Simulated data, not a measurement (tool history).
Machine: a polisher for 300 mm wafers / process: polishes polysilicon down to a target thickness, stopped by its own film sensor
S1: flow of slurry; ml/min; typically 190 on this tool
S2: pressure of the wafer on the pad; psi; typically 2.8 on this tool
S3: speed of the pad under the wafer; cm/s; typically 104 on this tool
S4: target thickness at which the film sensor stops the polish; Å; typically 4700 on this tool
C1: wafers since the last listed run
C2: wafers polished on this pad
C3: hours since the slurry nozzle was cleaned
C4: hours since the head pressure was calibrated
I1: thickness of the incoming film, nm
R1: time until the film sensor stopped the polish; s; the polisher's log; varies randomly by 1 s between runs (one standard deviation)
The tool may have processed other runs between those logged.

run     day   S1   S2   S3    S4    C1    C2     C3     C4     I1    R1
  1       0  190  2.8  104  4700     0  2437    126  472.4  976.2  70.2
  2   1.392  190  2.8  104  4700   395  2833  159.4  505.8  959.1  67.5
      2.521  -- head pressure recalibrated
  3   3.817  235  2.3  104  4700   665  3498  217.6   31.1  964.6  78.2
  4   5.696  235  2.3  104  4700   534  4032  262.7   76.2  963.7    79
      6.338  -- worn pad replaced by a new one
  5   6.742  190  2.8   84  4700   249   115  287.8  101.3  982.1  81.9
  6   8.246  190  2.4  104  4700   427   542  323.9  137.4  971.3  77.1
  7  10.125  190  2.4  104  4700   534  1076    369  182.5  967.5  75.9
  8  11.654  190  2.8  104  4700   434  1511  405.7  219.2  971.5  70.7
  9  14.458  190  2.8  104  4700   796  2308    473  286.5  973.5    70
 10  16.471  190  2.8  104  4700   571  2880  521.3  334.8  963.1  68.3
 11  18.021  190  2.8  104  4700   440  3320  558.5    372  970.6  69.6
     18.904  -- slurry nozzle cleaned
     19.267  -- worn pad replaced by a new one
 12  19.938  190  2.8  104  4700   485   190   24.8    418  972.5  69.5
 13  22.075  190  2.8  104  4700   607   798   76.1  469.3  971.3  69.1
 14  23.704  190  2.8   86  4700   463  1261  115.2  508.4  981.7  84.8
     25.471  -- head pressure recalibrated
 15   26.65  190  2.8   86  4700   813  2074  185.9   28.3  965.5  75.9
 16  27.875  250  3.1   90  4700   348  2423  215.3   57.7  973.8  65.7
 17  28.946  250  3.3  104  2980   304  2727    241   83.4  950.8  70.1
     31.629  -- worn pad replaced by a new one
 18   31.65  190  2.8  104  4700   721     6  305.9  148.3  981.4  66.6
 19  32.504  190  1.9  118  4700   242   249  326.4  168.8  988.6  94.7
 20  34.279  190  2.8  104  4700   504   753    369  211.4  964.6  68.7
 21  36.529  190  2.8  104  4700   639  1393    423  265.4    967  67.6
 22   37.95  190  2.8  122  2990   403  1796  457.1  299.5  966.8  78.6
     44.567  -- worn pad replaced by a new one
     44.833  -- head pressure recalibrated
     45.142  -- slurry nozzle cleaned
 23  46.079  190  3.7   86  4700  2227   394   22.5   29.9    985  60.6
 24  47.208  210  2.8  104  4700   320   715   49.6     57  970.2  64.5
 25  49.646  190  3.2   86  4700   692  1408  108.1  115.5  959.8  69.5
 26  50.988  190  2.8  104  4700   381  1789  140.3  147.7  983.7  69.7
 27  53.608  235  2.3  104  4700   744  2534  203.2  210.6  949.9  79.5
     56.533  -- worn pad replaced by a new one
 28    61.3  190  2.8  104  5370  2138  1355  387.8  395.2  984.1  63.3
 29  63.217  165  2.8  104  4700   544  1899  433.8  441.2  965.6  72.3
 30   64.25  135  2.8  126  4700   293  2193  458.6    466  978.6  63.8
 31  66.708  190  2.8  104  4700   698  2892  517.6    525    949  67.9

What the log doesn't show, run by run:
removal rate lost through wear of the pad, %: 0 on each run
slurry flow missing at the pad, %: 0 on each run
H1: deviation of the head's pressure from its setpoint, %
run      H1
  1   -6.79
  2   -6.89
  3   -1.13
  4   -2.58
  5   -3.24
  6   -4.04
  7   -4.84
  8   -5.35
  9   -6.06
 10   -6.42
 11   -6.64
 12   -6.86
 13   -7.04
 14   -7.15
 15  -0.395
 16    -1.4
 17   -2.15
 18   -3.62
 19   -3.98
 20   -4.62
 21   -5.23
 22   -5.53
 23    -1.3
 24   -2.23
 25   -3.79
 26   -4.46
 27   -5.46
 28   -6.98
 29   -7.17
 30   -7.25
 31   -7.41
